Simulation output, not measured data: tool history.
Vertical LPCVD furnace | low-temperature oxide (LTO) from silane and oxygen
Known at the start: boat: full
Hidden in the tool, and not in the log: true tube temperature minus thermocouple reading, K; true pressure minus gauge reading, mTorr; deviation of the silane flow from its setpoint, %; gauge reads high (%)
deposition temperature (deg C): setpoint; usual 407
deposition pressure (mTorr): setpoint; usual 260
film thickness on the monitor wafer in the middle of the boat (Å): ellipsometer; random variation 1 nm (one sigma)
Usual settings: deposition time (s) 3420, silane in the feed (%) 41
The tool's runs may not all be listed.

run   hour  deposition temperature (deg C)  deposition pressure (mTorr)  deposition time (s)  silane in the feed (%)  wafers since the last listed run  hours since the last temperature calibration  hours since the pressure gauge was zeroed  hours since the silane flow controller was replaced  hours since the gauge calibration  read-back reference wafer on the same gauge, thickness  film thickness on the monitor wafer in the middle of the boat (Å)
  1      0                             407                          260                 3420                      47                                 0                                        4992.3                                     1961.6                                               5408.4                              145.1                                                  816.91                                                             8044.3
  2   19.2                             407                          210                 3420                      41                               138                                        5011.5                                     1980.8                                               5427.6                              164.3                                                  816.75                                                             5589.7
  3     47                             407                          210                 3420                      41                               199                                        5039.3                                     2008.6                                               5455.4                              192.1                                                  817.07                                                             5597.4
  4   61.3                             407                          210                 3420                      41                               102                                        5053.6                                     2022.9                                               5469.7                              206.4                                                  817.41                                                             5594.7
  5   80.8                             407                          260                 2370                      41                               140                                        5073.1                                     2042.4                                               5489.2                              225.9                                                  817.13                                                             4843.1
  6   93.9                             407                          260                 2370                      41                                94                                        5086.2                                     2055.5                                               5502.3                                239                                                  816.77                                                             4836.5
  7  129.8                             407                          260                 2370                      41                               258                                        5122.1                                     2091.4                                               5538.2                              274.9                                                  817.15                                                             4849.2
  8  142.1                             407                          260                 3420                      41                                88                                        5134.4                                     2103.7                                               5550.5                              287.2                                                   816.6                                                             6993.2
     166.9  -- gauge calibrated
  9  168.5                             407                          260                 3420                      41                               189                                        5160.8                                     2130.1                                               5576.9                                1.6                                                  816.96                                                             6984.2
 10  182.9                             407                          260                 3420                      41                               103                                        5175.2                                     2144.5                                               5591.3                                 16                                                  816.78                                                             6991.6
     208.4  -- silane flow controller replaced
 11  208.9                             407                          260                 2460                      41                                14                                        5201.2                                     2170.5                                                  0.5                                 42                                                  817.02                                                             5018.3
     233.6  -- thermocouples replaced and temperature profile calibrated
 12  234.1                             407                          260                 2460                      41                                 8                                           0.5                                     2195.7                                                 25.7                               67.2                                                   817.2                                                             4776.9
 13  249.3                             398                          200                 3420                      41                               109                                          15.7                                     2210.9                                                 40.9                               82.4                                                  817.31                                                               4583
 14  270.7                             401                          300                 4680                      44                               153                                          37.1                                     2232.3                                                 62.3                              103.8                                                  817.24                                                            10673.3
 15  299.9                             407                          260                 3420                      41                               210                                          66.3                                     2261.5                                                 91.5                                133                                                  817.04                                                             6655.8
 16  319.2                             407                          210                 3420                      41                               138                                          85.6                                     2280.8                                                110.8                              152.3                                                  816.77                                                             5324.6
 17    345                             413                          260                 3420                      41                               185                                         111.4                                     2306.6                                                136.6                              178.1                                                  816.93                                                             7076.3
     380.2  -- pressure gauge zeroed
 18  380.7                             414                          260                 3420                      37                                84                                         147.1                                        0.5                                                172.3                              213.8                                                  816.99                                                             6512.6
 19  401.2                             407                          260                 3420                      41                               147                                         167.6                                         21                                                192.8                              234.3                                                  817.04                                                             6826.6
 20  436.3                             407                          210                 3420                      41                               252                                         202.7                                       56.1                                                227.9                              269.4                                                  816.82                                                             5504.2
 21  464.6                             407                          230                 2280                      44                               203                                           231                                       84.4                                                256.2                              297.7                                                  817.04                                                             4340.8
 22  476.8                             403                          260                 2670                      41                                87                                         243.2                                       96.6                                                268.4                              309.9                                                  816.81                                                             5097.6
     477.5  -- gauge calibrated
 23  502.9                             411                          240                 2670                      48                               187                                         269.3                                      122.7                                                294.5                               25.4                                                  816.88                                                             5992.3
 24  529.4                             407                          260                 3420                      41                               190                                         295.8                                      149.2                                                  321                               51.9                                                  817.18                                                             6812.9
 25  546.4                             403                          310                 3420                      41                               122                                         312.8                                      166.2                                                  338                               68.9                                                  816.37                                                             7776.1

5 ways to go on from here, each from the tool as it stands after run 25. What would each give?
  A  551.8                             407                          260                 3420                      41                                38                                         318.2                                      171.6                                                343.4                               74.3                                                       ?                                                                  ?
  B  551.8                             401                          260                 3420                      39                                38                                         318.2                                      171.6                                                343.4                               74.3                                                       ?                                                                  ?
  C  551.8                             417                          225                 3420                      47                                38                                         318.2                                      171.6                                                343.4                               74.3                                                       ?                                                                  ?
  D  551.8                             396                          260                 3420                      34                                38                                         318.2                                      171.6                                                343.4                               74.3                                                       ?                                                                  ?
  E  551.8                             404                          260                 3420                      41                                38                                         318.2                                      171.6                                                343.4                               74.3                                                       ?                                                                  ?

run  read-back reference wafer on the same gauge, thickness  film thickness on the monitor wafer in the middle of the boat (Å)
  A                                                  817.46                                                             6817.7
  B                                                  817.46                                                             6023.4
  C                                                  817.46                                                               7488
  D                                                  817.46                                                             4761.4
  E                                                  817.46                                                             6602.5
Without the tool's hidden state the same runs would have given:
run  film thickness on the monitor wafer in the middle of the boat (Å)
  A                                                             6882.3
  B                                                             6079.6
  C                                                             7575.9
  D                                                             4804.9
  E                                                             6664.7

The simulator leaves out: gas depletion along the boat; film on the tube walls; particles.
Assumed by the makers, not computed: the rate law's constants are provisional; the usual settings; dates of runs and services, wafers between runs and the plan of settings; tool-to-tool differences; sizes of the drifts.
